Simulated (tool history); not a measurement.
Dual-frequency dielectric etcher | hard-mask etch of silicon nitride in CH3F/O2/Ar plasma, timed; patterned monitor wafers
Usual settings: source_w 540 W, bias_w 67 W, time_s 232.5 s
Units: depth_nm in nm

run,day,source_w,bias_w,time_s,"read-back reference wafer on the same gauge, depth_nm",depth_nm
1,0,540,67,232.5,175.9,174.6
2,1.3,540,67,232.5,176.3,176
3,1.946,540,67,232.5,176,176.4
4,2.842,540,67,232.5,176.4,176.3
5,3.929,540,67,232.5,176,176.8
6,5.296,540,67,232.5,176.3,177.4
7,6.558,540,67,232.5,176.2,177
8,7.758,540,67,232.5,175.9,177.2
9,8.883,540,67,185.5,175.9,142.2
10,9.642,540,67,185.5,176.1,143.6
11,10.575,460,67,232.5,176.3,164.1
# day 10.829: gauge calibrated
12,11.812,540,55,212,176.1,152.5
# day 12.017: bias power generator calibrated
13,12.821,490,81,198.5,175.8,157.5
# day 14.542: upper electrode replaced
14,14.562,630,61,184.5,175.8,150.7
15,15.6,540,67,232.5,176.1,182.4
16,16.962,540,67,232.5,176.2,182.4
17,17.604,540,81,182.5,176.2,153.7
# day 19.112: wet clean of the chamber
18,19.133,590,58,200,176.2,150.4
# day 19.633: source power generator calibrated
19,20.125,600,57,172,175.7,129.7
20,24.612,540,82,191,175.8,159
21,25.358,410,74,202,176.4,139.3

Forecast each of these 4 alternatives for the next run:
A,25.379,540,67,232.5,?,?
B,25.379,540,76,196,?,?
C,25.379,540,83,271,?,?
D,25.379,430,67,232.5,?,?

run,"read-back reference wafer on the same gauge, depth_nm",depth_nm
A,175.8,176.9
B,175.8,156.5
C,175.8,223.9
D,175.8,156.8
Without the tool's hidden state the same runs would have given:
run,depth_nm
A,173.8
B,153.8
C,220
D,154
